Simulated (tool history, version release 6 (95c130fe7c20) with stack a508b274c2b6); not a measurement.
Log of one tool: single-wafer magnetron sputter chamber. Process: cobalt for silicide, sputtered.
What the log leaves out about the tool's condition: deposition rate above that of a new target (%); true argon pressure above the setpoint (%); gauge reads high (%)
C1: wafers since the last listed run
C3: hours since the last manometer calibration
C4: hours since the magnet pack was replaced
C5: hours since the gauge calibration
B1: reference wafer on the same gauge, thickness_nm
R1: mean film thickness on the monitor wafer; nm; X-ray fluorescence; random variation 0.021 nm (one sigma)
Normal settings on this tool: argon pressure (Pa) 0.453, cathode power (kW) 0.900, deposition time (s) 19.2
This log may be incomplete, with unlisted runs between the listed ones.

Run 1, hour 0.0: usual settings; C1 0; wafers on the sputter target 4165; C3 585.2; C4 9074.1; C5 614.2; B1 10.516. Result: R1 8.887 nm.
Run 2, hour 69.1: usual settings; C1 2009; wafers on the sputter target 6174; C3 654.3; C4 9143.2; C5 683.3; B1 10.524. Result: R1 8.849 nm.
Run 3, hour 166.5: usual settings; C1 2832; wafers on the sputter target 9007; C3 751.7; C4 9240.6; C5 780.7; B1 10.525. Result: R1 8.764 nm.
Run 4, hour 270.7: usual settings but argon pressure (Pa) 0.560; C1 3030; wafers on the sputter target 12037; C3 855.9; C4 9344.8; C5 884.9; B1 10.525. Result: R1 8.463 nm.
Run 5, hour 310.1: usual settings but argon pressure (Pa) 0.560; C1 1145; wafers on the sputter target 13183; C3 895.3; C4 9384.2; C5 924.3; B1 10.517. Result: R1 8.462 nm.
At hour 321.3: sputter target and shields replaced.
Run 6, hour 392.4: usual settings but cathode power (kW) 1.000; C1 2160; wafers on the sputter target 2069; C3 977.6; C4 9466.5; C5 1006.6; B1 10.519. Result: R1 9.899 nm.
Run 7, hour 447.4: usual settings but cathode power (kW) 1.000; C1 1599; wafers on the sputter target 3668; C3 1032.6; C4 9521.5; C5 1061.6; B1 10.527. Result: R1 9.865 nm.
Run 8, hour 515.5: usual settings but argon pressure (Pa) 0.328; C1 1980; wafers on the sputter target 5649; C3 1100.7; C4 9589.6; C5 1129.7; B1 10.520. Result: R1 9.250 nm.
Run 9, hour 563.2: usual settings but argon pressure (Pa) 0.328; C1 1387; wafers on the sputter target 7036; C3 1148.4; C4 9637.3; C5 1177.4; B1 10.522. Result: R1 9.215 nm.
Run 10, hour 733.1: usual settings but deposition time (s) 22.0; C1 4941; wafers on the sputter target 11977; C3 1318.3; C4 9807.2; C5 1347.3; B1 10.517. Result: R1 10.084 nm.
At hour 786.7: gauge calibrated.
Run 11, hour 808.0: usual settings but deposition time (s) 22.0; C1 2178; wafers on the sputter target 14155; C3 1393.2; C4 9882.1; C5 21.3; B1 10.520. Result: R1 10.039 nm.
At hour 830.6: sputter target and shields replaced.
At hour 963.0: magnet pack replaced.
Run 12, hour 963.5: usual settings but deposition time (s) 21.9; C1 4057; wafers on the sputter target 3632; C3 1548.7; C4 0.5; C5 176.8; B1 10.518. Result: R1 10.192 nm.
Run 13, hour 1046.0: usual settings but deposition time (s) 21.9; C1 2399; wafers on the sputter target 6032; C3 1631.2; C4 83.0; C5 259.3; B1 10.519. Result: R1 10.205 nm.
Run 14, hour 1231.5: usual settings but deposition time (s) 21.9; C1 5394; wafers on the sputter target 11427; C3 1816.7; C4 268.5; C5 444.8; B1 10.521. Result: R1 10.141 nm.
At hour 1278.8: sputter target and shields replaced.
Run 15, hour 1334.2: usual settings; C1 2754; wafers on the sputter target 1609; C3 1919.4; C4 371.2; C5 547.5; B1 10.518. Result: R1 9.033 nm.
Run 16, hour 1427.1: usual settings but argon pressure (Pa) 0.579, cathode power (kW) 1.000, deposition time (s) 21.3; C1 2701; wafers on the sputter target 4311; C3 2012.3; C4 464.1; C5 640.4; B1 10.516. Result: R1 10.731 nm.
Run 17, hour 1470.8: usual settings but argon pressure (Pa) 0.537, cathode power (kW) 1.050, deposition time (s) 16.0; C1 1270; wafers on the sputter target 5582; C3 2056.0; C4 507.8; C5 684.1; B1 10.521. Result: R1 8.586 nm.
Run 18, hour 1558.2: usual settings but argon pressure (Pa) 0.541, cathode power (kW) 1.100; C1 2541; wafers on the sputter target 8124; C3 2143.4; C4 595.2; C5 771.5; B1 10.523. Result: R1 10.781 nm.
At hour 1603.0: capacitance manometer re-zeroed and calibrated.
At hour 1782.8: sputter target and shields replaced.
Run 19, hour 1799.2: usual settings; C1 6543; wafers on the sputter target 476; C3 196.2; C4 836.2; C5 1012.5; B1 10.520. Result: R1 8.912 nm.
Run 20, hour 1889.1: usual settings; C1 2614; wafers on the sputter target 3091; C3 286.1; C4 926.1; C5 1102.4; B1 10.517. Result: R1 8.863 nm.
Run 21, hour 1994.7: usual settings but argon pressure (Pa) 0.285, deposition time (s) 17.8; C1 3071; wafers on the sputter target 6162; C3 391.7; C4 1031.7; C5 1208.0; B1 10.520. Result: R1 8.675 nm.
Run 22, hour 2086.9: usual settings but argon pressure (Pa) 0.311, cathode power (kW) 1.000; C1 2681; wafers on the sputter target 8843; C3 483.9; C4 1123.9; C5 1300.2; B1 10.520. Result: R1 10.263 nm.
Run 23, hour 2147.5: usual settings but argon pressure (Pa) 0.402; C1 1762; wafers on the sputter target 10606; C3 544.5; C4 1184.5; C5 1360.8; B1 10.522. Result: R1 8.944 nm.
At hour 2151.9: gauge calibrated.
At hour 2218.3: sputter target and shields replaced.
Run 24, hour 2218.8: usual settings but argon pressure (Pa) 0.344, cathode power (kW) 0.800, deposition time (s) 22.4; C1 1840; wafers on the sputter target 14; C3 615.8; C4 1255.8; C5 66.9; B1 10.512. Result: R1 9.589 nm.
Run 25, hour 2319.4: usual settings but argon pressure (Pa) 0.564, cathode power (kW) 0.750, deposition time (s) 21.0; C1 2925; wafers on the sputter target 2939; C3 716.4; C4 1356.4; C5 167.5; B1 10.520. Result: R1 7.835 nm.
Run 26, hour 2390.2: usual settings but argon pressure (Pa) 0.360, deposition time (s) 21.3; C1 2059; wafers on the sputter target 4998; C3 787.2; C4 1427.2; C5 238.3; B1 10.521. Result: R1 10.121 nm.
Run 27, hour 2457.5: usual settings but argon pressure (Pa) 0.516, cathode power (kW) 0.800; C1 1957; wafers on the sputter target 6956; C3 854.5; C4 1494.5; C5 305.6; B1 10.520. Result: R1 7.691 nm.
Run 28, hour 2504.9: usual settings but argon pressure (Pa) 0.378, cathode power (kW) 1.050, deposition time (s) 20.9; C1 1378; wafers on the sputter target 8334; C3 901.9; C4 1541.9; C5 353.0; B1 10.517. Result: R1 11.452 nm.
Run 29, hour 2547.8: usual settings but cathode power (kW) 1.050, deposition time (s) 15.8; C1 1247; wafers on the sputter target 9582; C3 944.8; C4 1584.8; C5 395.9; B1 10.523. Result: R1 8.450 nm.

For some of the steps in R1 from one run to the next: how much would appear even if the tool had no hidden state, given the settings, what came in and random variation, and how much remains for the hidden state plus any gauge scatter that the measured result and the result without hidden state don't share?
Run 11 -> 12: deposition time (s) 22.0 -> 21.9, sputter target and shields replaced, magnet pack replaced. R1 +0.153 nm: hidden state +0.199, all else -0.046.
Run 14 -> 15: deposition time (s) 21.9 -> 19.2, sputter target and shields replaced. R1 -1.108 nm: hidden state +0.166, all else -1.274.
Run 27 -> 28: argon pressure (Pa) 0.516 -> 0.378, cathode power (kW) 0.800 -> 1.050, deposition time (s) 19.2 -> 20.9. R1 +3.761 nm: hidden state -0.065, all else +3.826.
Run 28 -> 29: argon pressure (Pa) 0.378 -> 0.453, deposition time (s) 20.9 -> 15.8. R1 -3.002 nm: hidden state +0.025, all else -3.027.

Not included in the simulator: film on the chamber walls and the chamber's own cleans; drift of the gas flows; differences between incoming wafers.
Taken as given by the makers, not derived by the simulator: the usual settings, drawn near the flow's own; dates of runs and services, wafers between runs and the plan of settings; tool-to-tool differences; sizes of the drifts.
